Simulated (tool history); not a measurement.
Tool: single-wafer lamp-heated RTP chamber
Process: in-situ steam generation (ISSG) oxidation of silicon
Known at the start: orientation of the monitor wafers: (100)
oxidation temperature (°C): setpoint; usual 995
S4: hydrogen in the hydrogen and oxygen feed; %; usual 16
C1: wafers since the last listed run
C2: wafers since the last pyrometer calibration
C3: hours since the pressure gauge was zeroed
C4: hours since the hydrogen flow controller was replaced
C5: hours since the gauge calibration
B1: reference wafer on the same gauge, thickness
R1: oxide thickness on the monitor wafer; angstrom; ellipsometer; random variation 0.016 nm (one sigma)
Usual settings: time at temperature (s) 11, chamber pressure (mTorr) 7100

Run 1, hour 0.0: usual settings but time at temperature (s) 14; C1 0; C2 4381; C3 1816.1; C4 6150.9; C5 253.7; B1 4.144. Result: R1 40.32 angstrom.
Run 2, hour 50.8: usual settings but time at temperature (s) 14; C1 631; C2 5012; C3 1866.9; C4 6201.7; C5 304.5; B1 4.137. Result: R1 40.02 angstrom.
At hour 90.5: gauge calibrated.
Run 3, hour 112.3: usual settings but time at temperature (s) 14; C1 764; C2 5776; C3 1928.4; C4 6263.2; C5 21.8; B1 4.136. Result: R1 39.84 angstrom.
Run 4, hour 153.8: usual settings; C1 515; C2 6292; C3 1969.9; C4 6304.7; C5 63.3; B1 4.142. Result: R1 36.09 angstrom.
Run 5, hour 186.6: usual settings; C1 407; C2 6699; C3 2002.7; C4 6337.5; C5 96.1; B1 4.134. Result: R1 35.90 angstrom.
Run 6, hour 219.6: usual settings; C1 409; C2 7109; C3 2035.7; C4 6370.5; C5 129.1; B1 4.140. Result: R1 36.09 angstrom.
Run 7, hour 269.2: usual settings; C1 616; C2 7725; C3 2085.3; C4 6420.1; C5 178.7; B1 4.139. Result: R1 36.12 angstrom.
At hour 278.9: pyrometer window cleaned and pyrometer calibrated.
At hour 285.5: pressure gauge zeroed.
Run 8, hour 309.0: usual settings but S4 11 %; C1 312; C2 291; C3 23.5; C4 6459.9; C5 218.5; B1 4.141. Result: R1 33.21 angstrom.
At hour 342.9: hydrogen flow controller replaced.
Run 9, hour 364.9: usual settings but time at temperature (s) 13, chamber pressure (mTorr) 6900; C1 595; C2 886; C3 79.4; C4 22.0; C5 274.4; B1 4.141. Result: R1 39.87 angstrom.
At hour 394.5: pyrometer window cleaned and pyrometer calibrated, repeated, since the last time left the tool worse.
Run 10, hour 436.9: usual settings but oxidation temperature (°C) 1002, time at temperature (s) 14; C1 795; C2 527; C3 151.4; C4 94.0; C5 346.4; B1 4.145. Result: R1 40.66 angstrom.
Run 11, hour 496.1: usual settings but chamber pressure (mTorr) 6900, S4 11 %; C1 735; C2 1262; C3 210.6; C4 153.2; C5 405.6; B1 4.143. Result: R1 32.50 angstrom.
Run 12, hour 521.7: usual settings but time at temperature (s) 12; C1 318; C2 1580; C3 236.2; C4 178.8; C5 431.2; B1 4.142. Result: R1 37.10 angstrom.
At hour 537.3: gauge calibrated.
Run 13, hour 581.1: usual settings but time at temperature (s) 12, chamber pressure (mTorr) 6900; C1 737; C2 2318; C3 295.6; C4 238.2; C5 43.8; B1 4.139. Result: R1 37.35 angstrom.
Run 14, hour 644.9: usual settings; C1 792; C2 3111; C3 359.4; C4 302.0; C5 107.6; B1 4.138. Result: R1 35.91 angstrom.
Run 15, hour 698.8: usual settings; C1 669; C2 3780; C3 413.3; C4 355.9; C5 161.5; B1 4.143. Result: R1 35.91 angstrom.
Run 16, hour 732.2: usual settings but oxidation temperature (°C) 1004; C1 414; C2 4195; C3 446.7; C4 389.3; C5 194.9; B1 4.148. Result: R1 36.70 angstrom.

Measured less the same run without the tool's hidden state. The same run-to-run variation is in both; the gauge's scatter may not be:
The hidden state here: true wafer temperature minus pyrometer reading, K; true pressure minus gauge reading, Torr; deviation of the hydrogen flow from its setpoint, %; gauge reads high (%).
run     R1
  1  +0.76
  2  +0.80
  3  +0.83
  4  +0.70
  5  +0.70
  6  +0.72
  7  +0.74
  8  +1.24
  9  +1.75
 10  +0.23
 11  +0.28
 12  +0.38
 13  +0.48
 14  +0.52
 15  +0.56
 16  +0.65
